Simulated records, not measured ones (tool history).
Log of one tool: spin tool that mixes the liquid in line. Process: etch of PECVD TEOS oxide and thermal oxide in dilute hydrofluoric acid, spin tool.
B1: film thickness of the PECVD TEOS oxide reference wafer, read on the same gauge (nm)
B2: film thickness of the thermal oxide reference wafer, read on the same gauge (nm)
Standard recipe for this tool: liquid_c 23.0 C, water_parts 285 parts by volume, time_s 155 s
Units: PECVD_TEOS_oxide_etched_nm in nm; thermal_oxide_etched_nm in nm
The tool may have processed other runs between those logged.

run 1 hour=0.0 | liquid_c=23.0 water_parts=285 time_s=115 | B1=50.01 B2=69.986 | PECVD_TEOS_oxide_etched_nm=5.50 thermal_oxide_etched_nm=1.498
run 2 hour=17.8 | liquid_c=23.0 water_parts=285 time_s=115 | B1=50.01 B2=69.999 | PECVD_TEOS_oxide_etched_nm=5.48 thermal_oxide_etched_nm=1.491
run 3 hour=30.9 | liquid_c=23.0 water_parts=285 time_s=115 | B1=50.00 B2=70.013 | PECVD_TEOS_oxide_etched_nm=5.45 thermal_oxide_etched_nm=1.452
run 4 hour=46.0 | liquid_c=23.0 water_parts=285 time_s=155 | B1=50.02 B2=70.001 | PECVD_TEOS_oxide_etched_nm=7.43 thermal_oxide_etched_nm=2.008
run 5 hour=73.7 | liquid_c=23.0 water_parts=285 time_s=125 | B1=50.03 B2=70.012 | PECVD_TEOS_oxide_etched_nm=5.92 thermal_oxide_etched_nm=1.590
run 6 hour=127.4 | liquid_c=23.0 water_parts=285 time_s=125 | B1=49.97 B2=70.003 | PECVD_TEOS_oxide_etched_nm=5.86 thermal_oxide_etched_nm=1.556
run 7 hour=155.7 | liquid_c=23.0 water_parts=285 time_s=105 | B1=49.98 B2=70.010 | PECVD_TEOS_oxide_etched_nm=4.93 thermal_oxide_etched_nm=1.335
run 8 hour=171.5 | liquid_c=23.0 water_parts=285 time_s=105 | B1=50.01 B2=70.002 | PECVD_TEOS_oxide_etched_nm=4.99 thermal_oxide_etched_nm=1.321
-- hour=188.8 thermometer replaced
run 9 hour=204.8 | liquid_c=23.0 water_parts=285 time_s=105 | B1=50.02 B2=69.991 | PECVD_TEOS_oxide_etched_nm=4.96 thermal_oxide_etched_nm=1.335
run 10 hour=221.5 | liquid_c=23.0 water_parts=285 time_s=155 | B1=50.02 B2=70.018 | PECVD_TEOS_oxide_etched_nm=7.30 thermal_oxide_etched_nm=1.965
run 11 hour=243.1 | liquid_c=23.0 water_parts=285 time_s=155 | B1=50.02 B2=69.983 | PECVD_TEOS_oxide_etched_nm=7.32 thermal_oxide_etched_nm=1.952
run 12 hour=286.0 | liquid_c=23.0 water_parts=285 time_s=155 | B1=49.98 B2=69.990 | PECVD_TEOS_oxide_etched_nm=7.28 thermal_oxide_etched_nm=1.936
-- hour=287.9 hydrofluoric acid flow meter replaced
run 13 hour=319.5 | liquid_c=27.5 water_parts=390 time_s=80 | B1=50.02 B2=69.990 | PECVD_TEOS_oxide_etched_nm=2.53 thermal_oxide_etched_nm=0.675
run 14 hour=333.6 | liquid_c=20.5 water_parts=190 time_s=180 | B1=49.98 B2=70.005 | PECVD_TEOS_oxide_etched_nm=11.50 thermal_oxide_etched_nm=3.115
run 15 hour=347.6 | liquid_c=24.5 water_parts=345 time_s=155 | B1=49.96 B2=70.004 | PECVD_TEOS_oxide_etched_nm=5.20 thermal_oxide_etched_nm=1.401
run 16 hour=359.8 | liquid_c=27.5 water_parts=285 time_s=155 | B1=50.00 B2=69.999 | PECVD_TEOS_oxide_etched_nm=7.52 thermal_oxide_etched_nm=2.032
run 17 hour=371.8 | liquid_c=23.0 water_parts=245 time_s=85 | B1=50.02 B2=69.991 | PECVD_TEOS_oxide_etched_nm=4.35 thermal_oxide_etched_nm=1.163
-- hour=392.7 gauge calibrated
run 18 hour=398.6 | liquid_c=19.0 water_parts=155 time_s=155 | B1=50.03 B2=70.012 | PECVD_TEOS_oxide_etched_nm=11.67 thermal_oxide_etched_nm=3.189
-- hour=404.9 hydrofluoric acid flow meter replaced, repeated, since the last time left the tool worse
run 19 hour=416.7 | liquid_c=23.0 water_parts=285 time_s=155 | B1=49.96 B2=69.990 | PECVD_TEOS_oxide_etched_nm=7.84 thermal_oxide_etched_nm=2.125
run 20 hour=442.6 | liquid_c=26.0 water_parts=240 time_s=155 | B1=50.00 B2=70.008 | PECVD_TEOS_oxide_etched_nm=10.99 thermal_oxide_etched_nm=2.942
run 21 hour=458.7 | liquid_c=27.0 water_parts=285 time_s=155 | B1=50.00 B2=70.006 | PECVD_TEOS_oxide_etched_nm=9.02 thermal_oxide_etched_nm=2.434
run 22 hour=483.1 | liquid_c=26.0 water_parts=360 time_s=185 | B1=50.03 B2=70.008 | PECVD_TEOS_oxide_etched_nm=7.66 thermal_oxide_etched_nm=2.069

Predict the results of run 23:
run 23 hour=505.4 | liquid_c=23.0 water_parts=285 time_s=155 | B1=? B2=? | PECVD_TEOS_oxide_etched_nm=? thermal_oxide_etched_nm=?

B1: 49.98
B2: 69.988
PECVD_TEOS_oxide_etched_nm: 7.80 nm
thermal_oxide_etched_nm: 2.166 nm
Without the tool's hidden state the same run would have given PECVD_TEOS_oxide_etched_nm 7.95 nm, thermal_oxide_etched_nm 2.207 nm.
